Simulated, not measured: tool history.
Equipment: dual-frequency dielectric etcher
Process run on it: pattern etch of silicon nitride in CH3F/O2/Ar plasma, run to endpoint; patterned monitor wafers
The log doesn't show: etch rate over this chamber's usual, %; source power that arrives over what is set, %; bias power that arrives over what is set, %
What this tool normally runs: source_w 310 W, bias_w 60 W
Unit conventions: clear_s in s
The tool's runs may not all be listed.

run    hour  source_w  bias_w  wafers since the last listed run  hours since the last wet clean  hours since the last source power generator calibration  hours since the last bias power generator calibration  hours since the last upper electrode change  incoming incoming film thickness, nm  clear_s
  1       0       290      60                                 0                             412                                                   2700.9                                                 1416.4                                       3878.1                                 36.92     64.2
  2    75.6       290      60                              1173                           487.6                                                   2776.5                                                   1492                                       3953.7                                 36.67     63.2
  3   178.9       290      60                              1602                           590.9                                                   2879.8                                                 1595.3                                         4057                                 36.84     63.5
      212.9  -- wet clean of the chamber
  4   259.3       310      67                               875                            46.4                                                   2960.2                                                 1675.7                                       4137.4                                    37     63.2
  5   337.4       310      67                              1211                           124.5                                                   3038.3                                                 1753.8                                       4215.5                                 36.94       63
  6     439       310      67                              1576                           226.1                                                   3139.9                                                 1855.4                                       4317.1                                 37.17     62.3
  7     490       310      60                               791                           277.1                                                   3190.9                                                 1906.4                                       4368.1                                 36.93     63.5
  8   585.5       310      60                              1481                           372.6                                                   3286.4                                                 2001.9                                       4463.6                                 36.99     63.2
  9   696.2       310      60                              1717                           483.3                                                   3397.1                                                 2112.6                                       4574.3                                 36.47     62.5
 10   742.2       310      51                               713                           529.3                                                   3443.1                                                 2158.6                                       4620.3                                 36.78     65.6
      816.8  -- wet clean of the chamber
 11   817.3       310      51                               792                             0.5                                                   3518.2                                                 2233.7                                       4695.4                                 37.21     69.5
 12   905.2       310      51                              1363                            88.4                                                   3606.1                                                 2321.6                                       4783.3                                 36.86     69.1
 13  1010.2       310      56                              1629                           193.4                                                   3711.1                                                 2426.6                                       4888.3                                 36.67     65.3
     1201.7  -- upper electrode replaced
 14  1223.5       310      56                              2937                           406.7                                                   3924.4                                                 2639.9                                         21.8                                 36.57     64.6
     1308.2  -- wet clean of the chamber
 15  1320.3       350      60                              1129                            12.1                                                   4021.2                                                 2736.7                                        118.6                                 36.86     62.9
 16  1359.5       240      54                               608                            51.3                                                   4060.4                                                 2775.9                                        157.8                                 36.33     71.8
 17  1440.8       310      60                              1261                           132.6                                                   4141.7                                                 2857.2                                        239.1                                  36.9     65.1
 18  1539.2       310      60                              1526                             231                                                   4240.1                                                 2955.6                                        337.5                                 36.54     63.5
 19  1611.6       310      67                              1123                           303.4                                                   4312.5                                                   3028                                        409.9                                 36.57     60.6
     1632.4  -- source power generator calibrated
     1641.5  -- bias power generator calibrated
 20  1694.9       280      60                              1168                           386.7                                                     62.5                                                   53.4                                        493.2                                 36.79     64.9
 21  1774.4       360      65                              1233                           466.2                                                      142                                                  132.9                                        572.7                                 36.57     57.8
     1860.7  -- wet clean of the chamber
 22  1861.2       310      56                               974                             0.5                                                    228.8                                                  219.7                                        659.5                                  37.3     67.1
 23  1896.4       380      50                               546                            35.7                                                      264                                                  254.9                                        694.7                                 36.84       64
 24  1934.2       240      70                               586                            73.5                                                    301.8                                                  292.7                                        732.5                                 37.21     67.1
 25  2005.3       240      70                              1103                           144.6                                                    372.9                                                  363.8                                        803.6                                 36.51     65.3
 26  2067.6       240      47                               966                           206.9                                                    435.2                                                  426.1                                        865.9                                 37.22     75.6
 27  2125.3       230      65                               895                           264.6                                                    492.9                                                  483.8                                        923.6                                 37.09     68.2
 28  2204.6       360      66                              1230                           343.9                                                    572.2                                                  563.1                                       1002.9                                  36.9       58
 29  2295.7       280      54                              1413                             435                                                    663.3                                                  654.2                                         1094                                 37.14     66.5

Predict each of these 5 candidate next runs independently; none follows another, all start after run 29:
  A  2296.1       310      46                                 6                           435.4                                                    663.7                                                  654.6                                       1094.4                                 36.67        ?
  B  2296.1       380      72                                 6                           435.4                                                    663.7                                                  654.6                                       1094.4                                 36.67        ?
  C  2296.1       390      74                                 6                           435.4                                                    663.7                                                  654.6                                       1094.4                                 36.67        ?
  D  2296.1       350      53                                 6                           435.4                                                    663.7                                                  654.6                                       1094.4                                 36.67        ?
  E  2296.1       240      66                                 6                           435.4                                                    663.7                                                  654.6                                       1094.4                                 36.67        ?

run  clear_s
  A       68
  B     55.1
  C     54.2
  D     62.6
  E     65.6
Had the tool no hidden state, the same runs would have come out as:
run  clear_s
  A     71.2
  B     57.7
  C     56.7
  D     65.5
  E     68.7
